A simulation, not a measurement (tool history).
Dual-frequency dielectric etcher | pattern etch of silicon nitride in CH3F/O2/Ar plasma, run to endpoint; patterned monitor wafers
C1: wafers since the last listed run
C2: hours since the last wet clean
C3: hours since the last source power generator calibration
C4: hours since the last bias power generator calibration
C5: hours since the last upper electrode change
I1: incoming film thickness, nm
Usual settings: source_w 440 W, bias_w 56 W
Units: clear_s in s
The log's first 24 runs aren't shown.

{"day": 50.971, "done": "upper electrode replaced"}
{"run": 25, "day": 50.992, "source_w": 440, "bias_w": 47, "C1": 390, "C2": 182.3, "C3": 499.6, "C4": 354.3, "C5": 0.5, "I1": 45.81, "clear_s": 77.7}
{"run": 26, "day": 53.188, "source_w": 440, "bias_w": 65, "C1": 466, "C2": 235, "C3": 552.3, "C4": 407, "C5": 53.2, "I1": 46, "clear_s": 70.7}
{"run": 27, "day": 54.367, "source_w": 540, "bias_w": 56, "C1": 250, "C2": 263.3, "C3": 580.6, "C4": 435.3, "C5": 81.5, "I1": 45.58, "clear_s": 65.1}
{"run": 28, "day": 55.746, "source_w": 550, "bias_w": 42, "C1": 292, "C2": 296.4, "C3": 613.7, "C4": 468.4, "C5": 114.6, "I1": 45.69, "clear_s": 69.5}
{"run": 29, "day": 57.067, "source_w": 440, "bias_w": 44, "C1": 280, "C2": 328.1, "C3": 645.4, "C4": 500.1, "C5": 146.3, "I1": 46.09, "clear_s": 78.5}
{"run": 30, "day": 59.558, "source_w": 520, "bias_w": 47, "C1": 529, "C2": 387.9, "C3": 705.2, "C4": 559.9, "C5": 206.1, "I1": 45.79, "clear_s": 69.4}
{"run": 31, "day": 61.875, "source_w": 410, "bias_w": 50, "C1": 491, "C2": 443.5, "C3": 760.8, "C4": 615.5, "C5": 261.7, "I1": 45.71, "clear_s": 78.9}
{"run": 32, "day": 63.467, "source_w": 510, "bias_w": 44, "C1": 337, "C2": 481.7, "C3": 799, "C4": 653.7, "C5": 299.9, "I1": 45.65, "clear_s": 71.2}
{"run": 33, "day": 64.675, "source_w": 440, "bias_w": 49, "C1": 256, "C2": 510.7, "C3": 828, "C4": 682.7, "C5": 328.9, "I1": 45.78, "clear_s": 75.9}
{"day": 68.267, "done": "wet clean of the chamber"}
{"run": 34, "day": 68.288, "source_w": 440, "bias_w": 60, "C1": 554, "C2": 0.5, "C3": 914.7, "C4": 769.4, "C5": 415.6, "I1": 46, "clear_s": 73.8}
{"run": 35, "day": 69.146, "source_w": 390, "bias_w": 56, "C1": 182, "C2": 21.1, "C3": 935.3, "C4": 790, "C5": 436.2, "I1": 45.31, "clear_s": 79.8}

4 ways to go on from here, each from the tool as it stands after run 35. What would each give?
{"run": "A", "day": 69.162, "source_w": 440, "bias_w": 43, "C1": 3, "C2": 21.5, "C3": 935.7, "C4": 790.4, "C5": 436.6, "I1": 45.8, "clear_s": "?"}
{"run": "B", "day": 69.162, "source_w": 520, "bias_w": 56, "C1": 3, "C2": 21.5, "C3": 935.7, "C4": 790.4, "C5": 436.6, "I1": 45.8, "clear_s": "?"}
{"run": "C", "day": 69.162, "source_w": 370, "bias_w": 47, "C1": 3, "C2": 21.5, "C3": 935.7, "C4": 790.4, "C5": 436.6, "I1": 45.8, "clear_s": "?"}
{"run": "D", "day": 69.162, "source_w": 440, "bias_w": 42, "C1": 3, "C2": 21.5, "C3": 935.7, "C4": 790.4, "C5": 436.6, "I1": 45.8, "clear_s": "?"}

run=A clear_s=80.3
run=B clear_s=67.5
run=C clear_s=87.9
run=D clear_s=80.8
Without the tool's hidden state the same runs would have given:
run=A clear_s=80.1
run=B clear_s=67.3
run=C clear_s=87.7
run=D clear_s=80.6

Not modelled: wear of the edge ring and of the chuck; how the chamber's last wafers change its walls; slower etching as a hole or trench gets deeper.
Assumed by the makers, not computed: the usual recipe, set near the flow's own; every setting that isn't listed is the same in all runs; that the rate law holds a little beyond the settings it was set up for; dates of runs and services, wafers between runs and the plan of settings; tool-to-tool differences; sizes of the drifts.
